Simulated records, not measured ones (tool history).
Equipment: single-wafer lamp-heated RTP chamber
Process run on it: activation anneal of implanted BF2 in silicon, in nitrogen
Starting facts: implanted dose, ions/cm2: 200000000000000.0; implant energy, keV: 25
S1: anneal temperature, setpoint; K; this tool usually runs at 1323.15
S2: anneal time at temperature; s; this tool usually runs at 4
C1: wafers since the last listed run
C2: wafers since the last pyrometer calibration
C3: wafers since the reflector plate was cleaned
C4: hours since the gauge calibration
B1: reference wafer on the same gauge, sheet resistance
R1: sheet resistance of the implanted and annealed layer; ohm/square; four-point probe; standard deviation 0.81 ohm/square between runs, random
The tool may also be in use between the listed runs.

run	hour	S1	S2	C1	C2	C3	C4	B1	R1
1	0.0	1323.15	4	0	914	3531	714.3	527.24	551.20
2	53.7	1323.15	4	716	1631	4248	768.0	528.04	551.60
3	67.9	1323.15	4	189	1820	4437	782.2	528.16	551.02
4	96.2	1303.15	4	377	2198	4815	810.5	528.32	550.84
5	115.4	1303.15	4	256	2454	5071	829.7	528.36	551.46
6	140.9	1343.15	4	340	2794	5411	855.2	528.69	550.14
7	153.7	1343.15	4	170	2965	5582	868.0	528.52	553.90
8	168.1	1343.15	4	192	3157	5774	882.4	528.92	551.47
# hour 209.6: reflector plate cleaned
9	210.1	1316.15	4	453	3611	6	924.4	529.28	551.75
10	238.4	1311.15	3	377	3988	384	952.7	529.63	553.63
11	252.2	1311.15	3	184	4172	568	966.5	529.58	552.46
12	282.7	1311.15	3	406	4579	975	997.0	529.89	552.36
13	297.5	1323.15	4	197	4777	1172	1011.8	529.94	553.33
14	328.5	1323.15	4	413	5190	1586	1042.8	530.24	555.00
15	352.6	1323.15	5	321	5512	1907	1066.9	530.50	552.80
16	382.3	1323.15	5	396	5908	2303	1096.6	530.71	553.10
17	411.8	1351.15	6	393	6302	2697	1126.1	531.02	551.48
# hour 422.1: gauge calibrated
18	446.3	1344.15	4	460	6762	3157	24.2	520.92	542.96
19	466.6	1343.15	4	270	7033	3428	44.5	521.19	544.04
20	489.4	1323.15	4	304	7337	3732	67.3	521.18	543.26
21	520.5	1352.15	3	414	7752	4147	98.4	521.24	545.02
22	554.7	1345.15	4	456	8208	4603	132.6	521.77	546.15
23	573.8	1351.15	3	254	8463	4858	151.7	521.74	547.01
24	587.1	1332.15	6	177	8640	5036	165.0	522.14	540.85
25	609.7	1323.15	4	301	8942	5337	187.6	522.19	544.89
26	636.8	1323.15	6	361	9303	5699	214.7	522.16	544.53
# hour 653.1: pyrometer window cleaned and pyrometer calibrated
27	702.2	1341.15	5	765	655	6465	280.1	522.94	545.37
# hour 737.8: reflector plate cleaned
28	786.3	1323.15	4	1015	1670	646	364.2	523.51	546.47
29	807.3	1312.15	4	280	1950	927	385.2	523.90	546.70
30	822.7	1331.15	3	205	2156	1132	400.6	524.03	547.77
31	841.6	1294.15	6	252	2408	1384	419.5	523.96	544.93
32	858.6	1340.15	4	226	2635	1611	436.5	524.10	546.75
33	883.6	1323.15	4	333	2968	1944	461.5	524.40	547.22
34	899.3	1323.15	4	209	3178	2154	477.2	524.79	547.13
35	932.4	1339.15	3	441	3619	2596	510.3	524.93	549.13
36	966.7	1297.15	3	457	4077	3053	544.6	525.01	548.58

How would selected steps in R1 from run to run divide? Give the signed amount a tool lacking its hidden state would still show from settings, what came in and random variation, and the signed amount left for the hidden state, including any gauge scatter that is not in both of the compared results.
The hidden state here: true wafer temperature minus pyrometer reading, K; wafer temperature error from the tarnished reflector plate, K; gauge reads high (%).
Run 17 -> 18: S1 1351.15 -> 1344.15, S2 6 -> 4, gauge calibrated. R1 -8.52 ohm/square: hidden state -10.52, all else +2.00.
Run 23 -> 24: S1 1351.15 -> 1332.15, S2 3 -> 6. R1 -6.16 ohm/square: hidden state +0.09, all else -6.25.
Run 24 -> 25: S1 1332.15 -> 1323.15, S2 6 -> 4. R1 +4.04 ohm/square: hidden state +0.21, all else +3.83.
Run 26 -> 27: S1 1323.15 -> 1341.15, S2 6 -> 5, pyrometer window cleaned and pyrometer calibrated. R1 +0.84 ohm/square: hidden state +0.57, all else +0.27.
Run 27 -> 28: S1 1341.15 -> 1323.15, S2 5 -> 4, reflector plate cleaned. R1 +1.10 ohm/square: hidden state +0.73, all else +0.37.
